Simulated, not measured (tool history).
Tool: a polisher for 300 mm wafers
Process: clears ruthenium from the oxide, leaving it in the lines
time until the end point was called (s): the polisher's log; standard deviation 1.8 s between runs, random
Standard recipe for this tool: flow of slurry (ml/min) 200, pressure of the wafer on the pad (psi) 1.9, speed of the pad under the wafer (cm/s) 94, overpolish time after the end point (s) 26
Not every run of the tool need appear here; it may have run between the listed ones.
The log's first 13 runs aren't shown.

| run | day | flow of slurry (ml/min) | pressure of the wafer on the pad (psi) | speed of the pad under the wafer (cm/s) | overpolish time after the end point (s) | wafers since the last listed run | wafers polished on this pad | hours since the slurry nozzle was cleaned | hours since the head pressure was calibrated | incoming thickness of the incoming film, nm | time until the end point was called (s) |
|---|---|---|---|---|---|---|---|---|---|---|---|
| 14 | 9.392 | 200 | 1.9 | 94 | 16 | 12 | 15 | 51.6 | 207.6 | 104.8 | 103.6 |
| 15 | 9.946 | 200 | 1.9 | 94 | 26 | 61 | 77 | 64.9 | 220.9 | 106.5 | 104.8 |
| 16 | 10.279 | 200 | 1.9 | 94 | 26 | 37 | 114 | 72.9 | 228.9 | 104.2 | 103.7 |
| 17 | 10.633 | 200 | 1.9 | 82 | 26 | 39 | 153 | 81.4 | 237.4 | 105.3 | 118.1 |
|  | 12.321 | head pressure recalibrated |
| 18 | 12.662 | 245 | 1.9 | 68 | 26 | 216 | 369 | 130.1 | 8.2 | 105.5 | 134.6 |
| 19 | 13.408 | 200 | 1.9 | 94 | 26 | 82 | 452 | 148.0 | 26.1 | 104.2 | 102.8 |
| 20 | 13.996 | 170 | 1.9 | 94 | 26 | 65 | 517 | 162.1 | 40.2 | 104.7 | 112.0 |
| 21 | 14.471 | 200 | 1.3 | 112 | 26 | 52 | 570 | 173.5 | 51.6 | 103.5 | 123.4 |
| 22 | 15.246 | 200 | 1.9 | 94 | 26 | 86 | 656 | 192.1 | 70.2 | 105.0 | 105.3 |
| 23 | 15.529 | 200 | 1.9 | 94 | 26 | 31 | 688 | 198.9 | 77.0 | 104.8 | 111.0 |
|  | 16.292 | worn pad replaced by a new one |
| 24 | 17.725 | 200 | 1.9 | 84 | 26 | 225 | 159 | 251.6 | 129.7 | 105.8 | 119.4 |
| 25 | 18.125 | 200 | 1.9 | 70 | 41 | 44 | 203 | 261.2 | 139.3 | 106.4 | 140.0 |
| 26 | 18.758 | 200 | 1.9 | 94 | 16 | 70 | 273 | 276.4 | 154.5 | 104.1 | 109.3 |
| 27 | 19.388 | 200 | 2.1 | 116 | 26 | 69 | 343 | 291.5 | 169.6 | 104.2 | 85.2 |
| 28 | 19.662 | 200 | 1.9 | 114 | 19 | 30 | 374 | 298.1 | 176.2 | 104.7 | 92.1 |
| 29 | 19.996 | 265 | 1.9 | 118 | 26 | 37 | 411 | 306.1 | 184.2 | 104.1 | 85.2 |
| 30 | 20.546 | 200 | 1.5 | 94 | 31 | 61 | 472 | 319.3 | 197.4 | 103.6 | 128.1 |
| 31 | 21.046 | 180 | 1.6 | 118 | 21 | 55 | 528 | 331.3 | 209.4 | 105.3 | 108.8 |

Run 32 has not been measured yet. What should we expect?
| 32 | 21.725 | 200 | 1.9 | 94 | 26 | 75 | 603 | 347.6 | 225.7 | 105.5 | ? |

time until the end point was called (s): 111.3
Minus the tool's unlogged condition, the same run would have read time until the end point was called (s) 101.8.
